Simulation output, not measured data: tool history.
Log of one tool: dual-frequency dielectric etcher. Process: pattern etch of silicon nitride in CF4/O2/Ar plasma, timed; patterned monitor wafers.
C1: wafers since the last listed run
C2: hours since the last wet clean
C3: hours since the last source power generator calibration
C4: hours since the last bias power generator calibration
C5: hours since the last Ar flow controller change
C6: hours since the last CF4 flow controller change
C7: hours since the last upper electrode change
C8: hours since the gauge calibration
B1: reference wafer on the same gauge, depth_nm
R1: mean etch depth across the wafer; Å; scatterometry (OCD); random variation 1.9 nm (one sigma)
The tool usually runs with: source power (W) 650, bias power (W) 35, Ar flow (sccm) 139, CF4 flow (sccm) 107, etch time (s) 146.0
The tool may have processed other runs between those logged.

run 1 hour=0.0 | source_power_(W)=650 bias_power_(W)=35 Ar_flow_(sccm)=139 CF4_flow_(sccm)=94 etch_time_(s)=146.0 | C1=0 C2=401.9 C3=4817.3 C4=3525.4 C5=1247.3 C6=4382.6 C7=4276.4 C8=143.2 | B1=259.1 | R1=2949
run 2 hour=21.6 | source_power_(W)=650 bias_power_(W)=35 Ar_flow_(sccm)=139 CF4_flow_(sccm)=107 etch_time_(s)=146.0 | C1=144 C2=423.5 C3=4838.9 C4=3547.0 C5=1268.9 C6=4404.2 C7=4298.0 C8=164.8 | B1=258.7 | R1=3058
run 3 hour=38.5 | source_power_(W)=650 bias_power_(W)=35 Ar_flow_(sccm)=139 CF4_flow_(sccm)=107 etch_time_(s)=146.0 | C1=113 C2=440.4 C3=4855.8 C4=3563.9 C5=1285.8 C6=4421.1 C7=4314.9 C8=181.7 | B1=259.1 | R1=3071
run 4 hour=63.8 | source_power_(W)=650 bias_power_(W)=35 Ar_flow_(sccm)=139 CF4_flow_(sccm)=107 etch_time_(s)=146.0 | C1=169 C2=465.7 C3=4881.1 C4=3589.2 C5=1311.1 C6=4446.4 C7=4340.2 C8=207.0 | B1=259.1 | R1=3031
run 5 hour=100.1 | source_power_(W)=650 bias_power_(W)=35 Ar_flow_(sccm)=139 CF4_flow_(sccm)=107 etch_time_(s)=146.0 | C1=243 C2=502.0 C3=4917.4 C4=3625.5 C5=1347.4 C6=4482.7 C7=4376.5 C8=243.3 | B1=259.0 | R1=3047
run 6 hour=120.4 | source_power_(W)=650 bias_power_(W)=35 Ar_flow_(sccm)=139 CF4_flow_(sccm)=107 etch_time_(s)=146.0 | C1=136 C2=522.3 C3=4937.7 C4=3645.8 C5=1367.7 C6=4503.0 C7=4396.8 C8=263.6 | B1=259.4 | R1=3041
-- hour=128.7 gauge calibrated
-- hour=135.7 source power generator calibrated
run 7 hour=136.2 | source_power_(W)=650 bias_power_(W)=35 Ar_flow_(sccm)=139 CF4_flow_(sccm)=107 etch_time_(s)=146.0 | C1=79 C2=538.1 C3=0.5 C4=3661.6 C5=1383.5 C6=4518.8 C7=4412.6 C8=7.5 | B1=259.0 | R1=3074
run 8 hour=152.0 | source_power_(W)=650 bias_power_(W)=32 Ar_flow_(sccm)=139 CF4_flow_(sccm)=107 etch_time_(s)=146.0 | C1=106 C2=553.9 C3=16.3 C4=3677.4 C5=1399.3 C6=4534.6 C7=4428.4 C8=23.3 | B1=258.8 | R1=3066
-- hour=179.8 wet clean of the chamber
run 9 hour=186.9 | source_power_(W)=650 bias_power_(W)=35 Ar_flow_(sccm)=139 CF4_flow_(sccm)=91 etch_time_(s)=185.0 | C1=73 C2=7.1 C3=51.2 C4=3712.3 C5=1434.2 C6=4569.5 C7=4463.3 C8=58.2 | B1=258.9 | R1=3568
-- hour=205.1 Ar flow controller replaced
-- hour=225.5 bias power generator calibrated
run 10 hour=226.0 | source_power_(W)=560 bias_power_(W)=28 Ar_flow_(sccm)=166 CF4_flow_(sccm)=107 etch_time_(s)=146.0 | C1=195 C2=46.2 C3=90.3 C4=0.5 C5=20.9 C6=4608.6 C7=4502.4 C8=97.3 | B1=258.6 | R1=2354
-- hour=275.9 upper electrode replaced
run 11 hour=276.4 | source_power_(W)=570 bias_power_(W)=35 Ar_flow_(sccm)=139 CF4_flow_(sccm)=107 etch_time_(s)=146.0 | C1=177 C2=96.6 C3=140.7 C4=50.9 C5=71.3 C6=4659.0 C7=0.5 C8=147.7 | B1=258.9 | R1=2550
run 12 hour=276.8 | source_power_(W)=540 bias_power_(W)=39 Ar_flow_(sccm)=116 CF4_flow_(sccm)=107 etch_time_(s)=189.5 | C1=2 C2=97.0 C3=141.1 C4=51.3 C5=71.7 C6=4659.4 C7=0.9 C8=148.1 | B1=258.8 | R1=3237
-- hour=288.9 CF4 flow controller replaced
run 13 hour=301.5 | source_power_(W)=510 bias_power_(W)=35 Ar_flow_(sccm)=139 CF4_flow_(sccm)=107 etch_time_(s)=146.0 | C1=125 C2=121.7 C3=165.8 C4=76.0 C5=96.4 C6=12.6 C7=25.6 C8=172.8 | B1=259.4 | R1=2255
run 14 hour=331.0 | source_power_(W)=650 bias_power_(W)=44 Ar_flow_(sccm)=139 CF4_flow_(sccm)=107 etch_time_(s)=159.0 | C1=197 C2=151.2 C3=195.3 C4=105.5 C5=125.9 C6=42.1 C7=55.1 C8=202.3 | B1=258.7 | R1=3335
run 15 hour=353.0 | source_power_(W)=650 bias_power_(W)=35 Ar_flow_(sccm)=139 CF4_flow_(sccm)=96 etch_time_(s)=146.0 | C1=147 C2=173.2 C3=217.3 C4=127.5 C5=147.9 C6=64.1 C7=77.1 C8=224.3 | B1=258.8 | R1=2913
run 16 hour=388.2 | source_power_(W)=650 bias_power_(W)=35 Ar_flow_(sccm)=139 CF4_flow_(sccm)=87 etch_time_(s)=146.0 | C1=236 C2=208.4 C3=252.5 C4=162.7 C5=183.1 C6=99.3 C7=112.3 C8=259.5 | B1=258.8 | R1=2871
run 17 hour=402.5 | source_power_(W)=650 bias_power_(W)=35 Ar_flow_(sccm)=139 CF4_flow_(sccm)=107 etch_time_(s)=146.0 | C1=95 C2=222.7 C3=266.8 C4=177.0 C5=197.4 C6=113.6 C7=126.6 C8=273.8 | B1=258.7 | R1=2974

Predict each of these 4 candidate next runs independently; none follows another, all start after run 17:
run A hour=403.0 | source_power_(W)=650 bias_power_(W)=35 Ar_flow_(sccm)=139 CF4_flow_(sccm)=107 etch_time_(s)=167.5 | C1=3 C2=223.2 C3=267.3 C4=177.5 C5=197.9 C6=114.1 C7=127.1 C8=274.3 | B1=? | R1=?
run B hour=403.0 | source_power_(W)=790 bias_power_(W)=33 Ar_flow_(sccm)=163 CF4_flow_(sccm)=107 etch_time_(s)=175.0 | C1=3 C2=223.2 C3=267.3 C4=177.5 C5=197.9 C6=114.1 C7=127.1 C8=274.3 | B1=? | R1=?
run C hour=403.0 | source_power_(W)=650 bias_power_(W)=27 Ar_flow_(sccm)=164 CF4_flow_(sccm)=107 etch_time_(s)=146.0 | C1=3 C2=223.2 C3=267.3 C4=177.5 C5=197.9 C6=114.1 C7=127.1 C8=274.3 | B1=? | R1=?
run D hour=403.0 | source_power_(W)=650 bias_power_(W)=43 Ar_flow_(sccm)=120 CF4_flow_(sccm)=107 etch_time_(s)=187.5 | C1=3 C2=223.2 C3=267.3 C4=177.5 C5=197.9 C6=114.1 C7=127.1 C8=274.3 | B1=? | R1=?

run=A B1=258.9 R1=3436
run=B B1=258.9 R1=4264
run=C B1=258.9 R1=2804
run=D B1=258.9 R1=4071
What these runs would have given with no unlogged condition in the tool:
run=A R1=3388
run=B R1=4204
run=C R1=2765
run=D R1=4014
